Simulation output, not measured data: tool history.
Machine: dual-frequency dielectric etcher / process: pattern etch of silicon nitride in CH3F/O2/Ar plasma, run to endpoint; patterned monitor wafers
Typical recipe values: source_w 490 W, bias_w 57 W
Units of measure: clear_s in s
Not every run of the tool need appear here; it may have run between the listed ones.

run,day,source_w,bias_w,wafers since the last listed run,hours since the last wet clean,hours since the last source power generator calibration,hours since the last bias power generator calibration,hours since the last upper electrode change,"incoming incoming film thickness, nm",clear_s
1,0,460,57,0,280.5,1783.7,3846.7,5434.8,21.98,31.2
2,0.321,460,57,127,288.2,1791.4,3854.4,5442.5,21.91,31.3
3,0.788,490,57,184,299.4,1802.6,3865.6,5453.7,21.79,30
4,1.371,490,57,231,313.4,1816.6,3879.6,5467.7,22,30.3
5,1.679,490,57,122,320.8,1824,3887,5475.1,21.71,30.2
6,2.208,560,57,209,333.5,1836.7,3899.7,5487.8,21.77,27.5
7,2.696,450,51,193,345.2,1848.4,3911.4,5499.5,21.76,32.3
8,3.267,450,51,226,358.9,1862.1,3925.1,5513.2,21.71,32.4
9,3.767,490,57,198,370.9,1874.1,3937.1,5525.2,21.73,30.2
10,5.383,490,57,640,409.7,1912.9,3975.9,5564,21.89,30.5
# day 5.688: bias power generator calibrated
11,5.917,490,57,145,422.5,1925.7,5.5,5576.8,21.89,30.5
# day 7.379: wet clean of the chamber
12,7.4,490,57,191,0.5,1961.3,41.1,5612.4,21.71,28.9
13,7.412,410,68,4,0.8,1961.6,41.4,5612.7,21.96,31.5
14,7.425,410,68,4,1.1,1961.9,41.7,5613,21.66,30.9
15,7.45,440,65,9,1.7,1962.5,42.3,5613.6,21.71,30
16,7.904,490,57,179,12.6,1973.4,53.2,5624.5,22.12,29.4
# day 8.996: upper electrode replaced
17,9.017,440,49,44,39.3,2000.1,79.9,0.5,21.81,32.6
18,9.029,430,50,4,39.6,2000.4,80.2,0.8,21.48,32.2
19,9.046,490,63,6,40,2000.8,80.6,1.2,21.9,28.6
20,9.5,430,69,179,50.9,2011.7,91.5,12.1,21.96,30.3
# day 10.896: source power generator calibrated
21,11.421,460,45,694,97,12.6,137.6,58.2,21.87,32.4
22,11.733,490,52,123,104.5,20.1,145.1,65.7,21.7,29.8
23,12.129,590,47,156,114,29.6,154.6,75.2,21.82,28
24,12.567,530,50,173,124.5,40.1,165.1,85.7,21.87,28.9
25,13.021,490,57,179,135.4,51,176,96.6,21.79,29.4
26,13.458,440,68,173,145.9,61.5,186.5,107.1,21.8,30.1
27,13.838,490,57,150,155,70.6,195.6,116.2,21.89,29.4
28,14.279,490,57,174,165.6,81.2,206.2,126.8,21.9,29.7

For each entry between runs, how does the tool's hidden state at the last listed run before it compare with that at the first listed run after it?
Between runs 10 and 11: bias power generator calibrated (day 5.688)
  etch rate over this chamber's usual, %: -4.04 -> -4.17
  measured result minus the result with no hidden state, clear_s: +1.2 -> +1.3 s
Between runs 11 and 12: wet clean of the chamber (day 7.379)
  etch rate over this chamber's usual, %: -4.17 -> 0.0511
  measured result minus the result with no hidden state, clear_s: +1.3 -> +0 s
Between runs 16 and 17: upper electrode replaced (day 8.996)
  etch rate over this chamber's usual, %: -0.0733 -> -0.348
  measured result minus the result with no hidden state, clear_s: +0 -> +0.1 s
Between runs 20 and 21: source power generator calibrated (day 10.896)
  etch rate over this chamber's usual, %: -0.467 -> -0.941
  measured result minus the result with no hidden state, clear_s: +0.2 -> +0.3 s

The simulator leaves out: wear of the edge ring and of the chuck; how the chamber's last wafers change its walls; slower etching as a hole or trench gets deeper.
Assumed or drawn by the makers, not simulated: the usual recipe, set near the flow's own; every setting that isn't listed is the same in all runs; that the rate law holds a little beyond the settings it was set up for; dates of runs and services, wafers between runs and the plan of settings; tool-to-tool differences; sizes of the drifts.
